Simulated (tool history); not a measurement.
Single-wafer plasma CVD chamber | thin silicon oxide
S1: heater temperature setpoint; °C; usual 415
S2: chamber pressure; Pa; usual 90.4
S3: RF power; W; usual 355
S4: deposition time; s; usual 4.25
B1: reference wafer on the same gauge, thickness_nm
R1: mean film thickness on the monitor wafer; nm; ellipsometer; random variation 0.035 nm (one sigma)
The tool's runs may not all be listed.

| run | hour | S1 | S2 | S3 | S4 | B1 | R1 |
|---|---|---|---|---|---|---|---|
| 1 | 0.0 | 415 | 90.4 | 355 | 4.25 | 8.601 | 7.534 |
|  | 99.1 | showerhead replaced, of another model than before |
| 2 | 100.2 | 415 | 90.4 | 355 | 4.25 | 8.585 | 7.545 |
| 3 | 205.2 | 415 | 90.4 | 355 | 4.25 | 8.602 | 7.516 |
| 4 | 248.4 | 415 | 90.4 | 355 | 4.25 | 8.588 | 7.456 |
| 5 | 331.7 | 415 | 90.4 | 355 | 4.25 | 8.612 | 7.470 |
| 6 | 421.7 | 415 | 90.4 | 355 | 4.25 | 8.606 | 7.456 |
| 7 | 463.8 | 411 | 90.4 | 355 | 4.25 | 8.612 | 7.470 |
| 8 | 547.1 | 415 | 104.4 | 355 | 4.25 | 8.594 | 8.087 |
|  | 583.5 | RF generator calibrated |
| 9 | 614.9 | 415 | 90.4 | 355 | 4.60 | 8.592 | 8.014 |
| 10 | 694.6 | 408 | 100.5 | 320 | 5.00 | 8.599 | 9.098 |
|  | 758.7 | gauge calibrated |
| 11 | 783.8 | 415 | 73.5 | 355 | 5.02 | 8.606 | 7.675 |
|  | 829.0 | thermocouple changed; heater temperature recalibrated |
| 12 | 853.0 | 415 | 90.4 | 355 | 4.25 | 8.622 | 7.340 |
| 13 | 923.2 | 415 | 83.7 | 355 | 4.99 | 8.595 | 8.165 |
| 14 | 1000.0 | 424 | 104.9 | 400 | 4.89 | 8.601 | 9.345 |
| 15 | 1059.4 | 415 | 71.2 | 385 | 4.66 | 8.583 | 7.124 |
|  | 1145.0 | capacitance manometer re-zeroed and calibrated |
| 16 | 1159.8 | 415 | 90.4 | 355 | 4.25 | 8.599 | 7.640 |
| 17 | 1328.0 | 415 | 90.4 | 405 | 4.25 | 8.611 | 7.692 |
| 18 | 1420.2 | 415 | 82.5 | 415 | 4.25 | 8.622 | 7.340 |
| 19 | 1512.6 | 415 | 105.1 | 320 | 4.52 | 8.592 | 8.588 |
|  | 1552.0 | RF generator calibrated |
| 20 | 1588.1 | 415 | 90.4 | 355 | 4.25 | 8.614 | 7.418 |
| 21 | 1656.1 | 415 | 90.4 | 355 | 3.62 | 8.599 | 6.324 |
| 22 | 1755.2 | 429 | 90.4 | 410 | 4.25 | 8.596 | 7.495 |
|  | 1785.8 | thermocouple changed; heater temperature recalibrated |
| 23 | 1827.7 | 410 | 78.5 | 320 | 4.25 | 8.586 | 6.817 |
| 24 | 1871.9 | 428 | 90.4 | 375 | 3.75 | 8.599 | 6.546 |
| 25 | 1975.4 | 426 | 73.7 | 425 | 3.71 | 8.585 | 5.809 |
| 26 | 2019.3 | 415 | 90.4 | 355 | 4.25 | 8.621 | 7.404 |
| 27 | 2100.0 | 429 | 90.4 | 320 | 3.48 | 8.612 | 5.881 |

Forecast each of these 5 alternatives for the next run:
| A | 2100.4 | 415 | 90.4 | 355 | 4.25 | ? | ? |
| B | 2100.4 | 401 | 102.4 | 415 | 5.07 | ? | ? |
| C | 2100.4 | 423 | 90.4 | 355 | 4.25 | ? | ? |
| D | 2100.4 | 422 | 90.4 | 355 | 5.01 | ? | ? |
| E | 2100.4 | 415 | 90.4 | 390 | 4.25 | ? | ? |

| run | B1 | R1 |
|---|---|---|
| A | 8.610 | 7.340 |
| B | 8.610 | 9.732 |
| C | 8.610 | 7.306 |
| D | 8.610 | 8.615 |
| E | 8.610 | 7.446 |
Without the tool's hidden state the same runs would have given:
| run | R1 |
|---|---|
| A | 7.548 |
| B | 9.995 |
| C | 7.513 |
| D | 8.859 |
| E | 7.657 |
